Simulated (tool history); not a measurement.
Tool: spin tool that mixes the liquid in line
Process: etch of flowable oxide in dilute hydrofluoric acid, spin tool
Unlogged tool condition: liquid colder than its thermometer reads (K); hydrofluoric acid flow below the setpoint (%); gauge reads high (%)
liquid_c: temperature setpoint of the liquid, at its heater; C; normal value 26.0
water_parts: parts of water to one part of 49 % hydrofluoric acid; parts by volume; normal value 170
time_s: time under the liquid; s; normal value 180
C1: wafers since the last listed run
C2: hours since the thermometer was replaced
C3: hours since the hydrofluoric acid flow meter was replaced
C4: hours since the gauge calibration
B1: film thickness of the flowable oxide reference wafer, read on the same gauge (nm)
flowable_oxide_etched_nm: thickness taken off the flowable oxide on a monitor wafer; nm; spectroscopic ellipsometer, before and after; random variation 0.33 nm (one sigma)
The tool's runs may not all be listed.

run 1 hour=0.0 | liquid_c=26.0 water_parts=170 time_s=140 | C1=0 C2=25.0 C3=283.9 C4=608.4 | B1=110.03 | flowable_oxide_etched_nm=31.98
run 2 hour=93.8 | liquid_c=26.0 water_parts=125 time_s=180 | C1=822 C2=118.8 C3=377.7 C4=702.2 | B1=110.03 | flowable_oxide_etched_nm=59.43
run 3 hour=195.9 | liquid_c=26.0 water_parts=125 time_s=180 | C1=895 C2=220.9 C3=479.8 C4=804.3 | B1=109.99 | flowable_oxide_etched_nm=57.82
run 4 hour=238.6 | liquid_c=26.0 water_parts=125 time_s=180 | C1=374 C2=263.6 C3=522.5 C4=847.0 | B1=110.03 | flowable_oxide_etched_nm=57.27
run 5 hour=331.8 | liquid_c=26.0 water_parts=170 time_s=180 | C1=817 C2=356.8 C3=615.7 C4=940.2 | B1=110.01 | flowable_oxide_etched_nm=40.28
run 6 hour=391.7 | liquid_c=26.0 water_parts=170 time_s=180 | C1=525 C2=416.7 C3=675.6 C4=1000.1 | B1=109.97 | flowable_oxide_etched_nm=39.89
run 7 hour=482.2 | liquid_c=26.0 water_parts=170 time_s=180 | C1=793 C2=507.2 C3=766.1 C4=1090.6 | B1=110.02 | flowable_oxide_etched_nm=39.72
run 8 hour=589.7 | liquid_c=26.0 water_parts=170 time_s=180 | C1=942 C2=614.7 C3=873.6 C4=1198.1 | B1=110.02 | flowable_oxide_etched_nm=39.78
run 9 hour=672.7 | liquid_c=26.0 water_parts=170 time_s=180 | C1=728 C2=697.7 C3=956.6 C4=1281.1 | B1=110.02 | flowable_oxide_etched_nm=40.02
run 10 hour=719.5 | liquid_c=26.0 water_parts=200 time_s=255 | C1=410 C2=744.5 C3=1003.4 C4=1327.9 | B1=110.01 | flowable_oxide_etched_nm=46.52
run 11 hour=809.5 | liquid_c=26.0 water_parts=200 time_s=255 | C1=789 C2=834.5 C3=1093.4 C4=1417.9 | B1=109.98 | flowable_oxide_etched_nm=45.12
-- hour=871.1 thermometer replaced
run 12 hour=924.5 | liquid_c=26.0 water_parts=200 time_s=255 | C1=1000 C2=53.4 C3=1208.4 C4=1532.9 | B1=109.97 | flowable_oxide_etched_nm=47.97
-- hour=1193.3 hydrofluoric acid flow meter replaced
run 13 hour=1197.1 | liquid_c=30.0 water_parts=170 time_s=180 | C1=2382 C2=326.0 C3=3.8 C4=1805.5 | B1=110.04 | flowable_oxide_etched_nm=46.48
run 14 hour=1271.6 | liquid_c=29.0 water_parts=225 time_s=130 | C1=653 C2=400.5 C3=78.3 C4=1880.0 | B1=110.03 | flowable_oxide_etched_nm=22.95
run 15 hour=1310.3 | liquid_c=23.0 water_parts=170 time_s=245 | C1=339 C2=439.2 C3=117.0 C4=1918.7 | B1=109.98 | flowable_oxide_etched_nm=48.81
run 16 hour=1348.7 | liquid_c=26.0 water_parts=170 time_s=180 | C1=336 C2=477.6 C3=155.4 C4=1957.1 | B1=109.99 | flowable_oxide_etched_nm=39.81
-- hour=1350.9 gauge calibrated
run 17 hour=1418.3 | liquid_c=26.0 water_parts=170 time_s=180 | C1=610 C2=547.2 C3=225.0 C4=67.4 | B1=109.99 | flowable_oxide_etched_nm=40.31
run 18 hour=1508.1 | liquid_c=26.0 water_parts=170 time_s=180 | C1=787 C2=637.0 C3=314.8 C4=157.2 | B1=110.00 | flowable_oxide_etched_nm=39.48
run 19 hour=1549.6 | liquid_c=26.0 water_parts=195 time_s=235 | C1=364 C2=678.5 C3=356.3 C4=198.7 | B1=109.99 | flowable_oxide_etched_nm=43.96
run 20 hour=1602.0 | liquid_c=21.0 water_parts=115 time_s=255 | C1=459 C2=730.9 C3=408.7 C4=251.1 | B1=110.00 | flowable_oxide_etched_nm=72.49
-- hour=1683.1 thermometer replaced
run 21 hour=1703.0 | liquid_c=27.5 water_parts=105 time_s=140 | C1=877 C2=19.9 C3=509.7 C4=352.1 | B1=110.01 | flowable_oxide_etched_nm=59.32
run 22 hour=1785.5 | liquid_c=26.0 water_parts=150 time_s=85 | C1=723 C2=102.4 C3=592.2 C4=434.6 | B1=109.97 | flowable_oxide_etched_nm=22.58
run 23 hour=1877.2 | liquid_c=26.0 water_parts=125 time_s=180 | C1=804 C2=194.1 C3=683.9 C4=526.3 | B1=110.00 | flowable_oxide_etched_nm=58.28
run 24 hour=1943.8 | liquid_c=28.5 water_parts=170 time_s=240 | C1=584 C2=260.7 C3=750.5 C4=592.9 | B1=109.99 | flowable_oxide_etched_nm=58.84
run 25 hour=2043.5 | liquid_c=26.0 water_parts=120 time_s=90 | C1=874 C2=360.4 C3=850.2 C4=692.6 | B1=109.99 | flowable_oxide_etched_nm=29.95
run 26 hour=2148.8 | liquid_c=24.0 water_parts=115 time_s=285 | C1=923 C2=465.7 C3=955.5 C4=797.9 | B1=109.99 | flowable_oxide_etched_nm=91.42

Run by run, hidden condition taken away, random variation retained:
run=1 flowable_oxide_etched_nm=32.19
run=2 flowable_oxide_etched_nm=60.14
run=3 flowable_oxide_etched_nm=58.90
run=4 flowable_oxide_etched_nm=58.46
run=5 flowable_oxide_etched_nm=41.32
run=6 flowable_oxide_etched_nm=41.08
run=7 flowable_oxide_etched_nm=41.11
run=8 flowable_oxide_etched_nm=41.44
run=9 flowable_oxide_etched_nm=41.89
run=10 flowable_oxide_etched_nm=48.80
run=11 flowable_oxide_etched_nm=47.57
run=12 flowable_oxide_etched_nm=48.16
run=13 flowable_oxide_etched_nm=47.40
run=14 flowable_oxide_etched_nm=23.49
run=15 flowable_oxide_etched_nm=50.19
run=16 flowable_oxide_etched_nm=41.00
run=17 flowable_oxide_etched_nm=41.68
run=18 flowable_oxide_etched_nm=41.03
run=19 flowable_oxide_etched_nm=45.78
run=20 flowable_oxide_etched_nm=76.07
run=21 flowable_oxide_etched_nm=59.64
run=22 flowable_oxide_etched_nm=22.81
run=23 flowable_oxide_etched_nm=59.22
run=24 flowable_oxide_etched_nm=59.96
run=25 flowable_oxide_etched_nm=30.74
run=26 flowable_oxide_etched_nm=94.53
